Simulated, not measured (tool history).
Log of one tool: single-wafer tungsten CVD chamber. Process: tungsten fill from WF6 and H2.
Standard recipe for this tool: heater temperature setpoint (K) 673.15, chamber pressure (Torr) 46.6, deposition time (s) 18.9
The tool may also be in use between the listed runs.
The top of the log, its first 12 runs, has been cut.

run    hour  heater temperature setpoint (K)  chamber pressure (Torr)  deposition time (s)  read-back reference wafer on the same gauge, thickness_nm  mean film thickness on the monitor wafer (angstrom)
 13   541.0                           673.15                     46.6                 18.9                                                     57.301                                               644.30
 14   602.4                           660.15                     46.6                 18.9                                                     57.142                                               483.16
 15   641.2                           665.15                     36.3                 17.6                                                     57.059                                               465.68
 16   707.6                           685.15                     55.5                 17.5                                                     57.127                                               801.76
 17   758.4                           663.15                     39.7                 20.8                                                     57.050                                               540.06
      803.4  -- thermocouple changed; heater temperature recalibrated
 18   933.5                           673.15                     46.6                 22.3                                                     56.797                                               751.36
 19   960.3                           684.15                     55.0                 18.9                                                     56.646                                               838.52
 20  1019.9                           673.15                     46.6                 18.9                                                     56.638                                               639.11
 21  1061.1                           673.15                     46.6                 18.9                                                     56.512                                               633.22
 22  1129.1                           673.15                     46.6                 15.3                                                     56.524                                               514.46
     1163.6  -- showerhead replaced
 23  1183.3                           673.15                     46.6                 18.9                                                     56.443                                               628.96
     1205.5  -- capacitance manometer re-zeroed and calibrated
 24  1235.9                           687.15                     46.6                 22.2                                                     56.413                                               975.81
 25  1279.8                           673.15                     46.6                 18.9                                                     56.376                                               632.74
 26  1347.1                           660.15                     40.4                 15.5                                                     56.290                                               374.79
 27  1405.5                           673.15                     43.2                 18.9                                                     56.154                                               613.33
 28  1449.0                           673.15                     46.6                 18.9                                                     56.081                                               628.09
 29  1478.6                           673.15                     46.6                 18.9                                                     56.130                                               630.57
 30  1520.6                           673.15                     46.6                 18.9                                                     56.020                                               621.16
 31  1545.4                           663.15                     57.0                 20.8                                                     56.036                                               598.87
 32  1598.3                           683.15                     52.9                 15.5                                                     56.007                                               657.82
 33  1656.3                           658.15                     46.6                 18.9                                                     55.993                                               453.84
     1822.6  -- thermocouple changed; heater temperature recalibrated
 34  1846.4                           687.15                     51.4                 17.3                                                     55.644                                               776.81
 35  1907.3                           668.15                     46.6                 20.2                                                     55.588                                               600.75

Alternative continuations, all from the tool just after run 35; predict every row:
  A  1907.7                           673.15                     46.6                 18.9                                                          ?                                                    ?
  B  1907.7                           681.15                     57.5                 18.9                                                          ?                                                    ?
  C  1907.7                           673.15                     46.6                 20.3                                                          ?                                                    ?

run  read-back reference wafer on the same gauge, thickness_nm  mean film thickness on the monitor wafer (angstrom)
  A                                                     55.459                                               615.89
  B                                                     55.459                                               776.07
  C                                                     55.459                                               661.72
Stripped of hidden state, with their random variation kept, the same runs would have yielded:
run  mean film thickness on the monitor wafer (angstrom)
  A                                               633.75
  B                                               798.58
  C                                               680.91

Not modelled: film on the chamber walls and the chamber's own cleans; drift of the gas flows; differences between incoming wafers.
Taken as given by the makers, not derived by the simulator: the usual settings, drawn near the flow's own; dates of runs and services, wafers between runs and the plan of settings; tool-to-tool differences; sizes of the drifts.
